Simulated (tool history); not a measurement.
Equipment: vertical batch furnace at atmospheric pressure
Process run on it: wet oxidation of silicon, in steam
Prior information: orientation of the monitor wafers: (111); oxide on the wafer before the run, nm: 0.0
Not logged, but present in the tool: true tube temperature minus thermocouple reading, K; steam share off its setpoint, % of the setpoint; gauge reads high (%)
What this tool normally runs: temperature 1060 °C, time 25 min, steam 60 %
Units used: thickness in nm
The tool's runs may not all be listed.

run     day  temperature  time  steam  wafers since the last listed run  hours since the last temperature calibration  hours since the steam generator was serviced  hours since the gauge calibration  read-back reference wafer on the same gauge, thickness  thickness
  1       0         1060    25     60                                 0                                          3420                                          1624                              117.6                                                  336.86     276.53
  2   2.071         1060    25     60                               585                                        3469.7                                        1673.7                              167.3                                                  336.83     275.93
  3   2.383         1060    25     60                                88                                        3477.2                                        1681.2                              174.8                                                  336.83     275.75
  4   2.783         1060    25     60                               113                                        3486.8                                        1690.8                              184.4                                                  336.97     274.54
  5   3.329         1060    25     60                               154                                        3499.9                                        1703.9                              197.5                                                  337.33     275.36
        4.6  -- steam generator serviced
  6   4.621         1060    25     56                                82                                        3530.9                                           0.5                              228.5                                                   336.8     276.15
  7   4.808         1049    25     55                                53                                        3535.4                                             5                                233                                                   337.1     256.17
  8       5         1049    25     55                                54                                          3540                                           9.6                              237.6                                                  336.73     257.15
  9   5.292         1074    25     60                                82                                          3547                                          16.6                              244.6                                                  336.92     309.24
 10   5.683         1074    25     60                               110                                        3556.4                                            26                                254                                                     337     309.66
      7.383  -- thermocouples replaced and temperature profile calibrated
 11   7.454         1060    25     60                               218                                           1.7                                          68.5                              296.5                                                  337.12     289.13
 12   7.883         1060    25     60                               121                                            12                                          78.8                              306.8                                                  336.81     288.79
      8.071  -- gauge calibrated
 13   8.433         1060    25     60                               155                                          25.2                                            92                                8.7                                                  336.97     287.79
 14   8.929         1078  34.5     56                               140                                          37.1                                         103.9                               20.6                                                  336.92     366.13
 15   9.612         1081    33     60                               193                                          53.5                                         120.3                                 37                                                  337.06     376.44
 16   9.925         1060    25     60                                88                                            61                                         127.8                               44.5                                                   337.1     288.49
 17  10.683         1046    25     60                               214                                          79.2                                           146                               62.7                                                  336.94     266.24
 18  11.075         1069    36     57                               110                                          88.6                                         155.4                               72.1                                                  336.95     363.13
 19  11.475         1060    25     60                               113                                          98.2                                           165                               81.7                                                  337.04     287.87
 20   11.75         1049    36     49                                77                                         104.8                                         171.6                               88.3                                                  337.11     299.67
 21  12.375         1060    25     60                               176                                         119.8                                         186.6                              103.3                                                  337.19     288.28
 22  13.096         1060    25     60                               203                                         137.1                                         203.9                              120.6                                                  337.02     288.58
 23   13.85         1043  29.5     67                               213                                         155.2                                           222                              138.7                                                  337.07     311.32
 24  14.379         1082    25     48                               149                                         167.9                                         234.7                              151.4                                                  337.05     283.04
 25  14.971         1042    21     60                               167                                         182.1                                         248.9                              165.6                                                  336.71     233.18

For each run, the measured value with the value that run would have given without the tool's hidden condition subtracted. The run-to-run variation is shared by both, the gauge scatter possibly not:
run  thickness
  1     -14.38
  2     -15.21
  3     -15.33
  4     -15.44
  5     -15.72
  6      -2.35
  7      -2.24
  8      -2.25
  9      -2.54
 10      -2.55
 11      -2.47
 12      -2.48
 13      -2.47
 14         -3
 15      -3.09
 16      -2.52
 17      -2.42
 18      -3.09
 19      -2.57
 20      -2.71
 21      -2.61
 22      -2.65
 23      -2.93
 24      -2.59
 25      -2.35
